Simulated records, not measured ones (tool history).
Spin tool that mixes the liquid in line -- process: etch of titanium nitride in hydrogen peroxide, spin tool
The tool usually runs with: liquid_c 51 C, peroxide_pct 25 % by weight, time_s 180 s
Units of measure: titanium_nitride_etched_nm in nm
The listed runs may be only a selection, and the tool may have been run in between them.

run,hour,liquid_c,peroxide_pct,time_s,"read-back film thickness of the titanium nitride reference wafer, read on the same gauge (nm)",titanium_nitride_etched_nm
1,0,51,25,180,130,6.54
2,89.7,51,28,180,129.99,6.74
3,129.8,51,25,95,130,3.51
4,208,51,25,95,129.99,3.51
5,264.6,48.5,21,180,129.99,5.31
# hour 307.3: new drum of peroxide connected
6,315.6,48.5,21,180,129.99,5.26
7,377.5,51,25,180,130,6.64
8,455.6,56,25,180,129.99,9.51
9,520.3,58.5,23,180,130,11
10,565.6,42.5,29.5,70,130,1.43
11,649.9,57.5,21,150,129.99,8.37
# hour 685.5: thermometer replaced
12,720.2,51,25,180,129.99,6.54
13,808.2,43.5,18,125,129.99,2.48
14,849.7,51,25,180,130,6.57
# hour 892.4: new drum of peroxide connected
15,920.6,42,30,150,129.99,2.99
16,1021.2,47.5,28,110,129.97,3.23
# hour 1032.9: heated supply line repaired
17,1081.4,54.5,30,130,130,6.41
18,1122.6,51,25,100,130,3.67

Estimate the outcome of run 19 from the log above:
19,1168.7,59.5,29.5,265,?,?

Run 19 produced read-back film thickness of the titanium nitride reference wafer, read on the same gauge (nm) 130, titanium_nitride_etched_nm 18.23 nm.
Minus the tool's unlogged condition, the same run would have read titanium_nitride_etched_nm 18.23 nm.
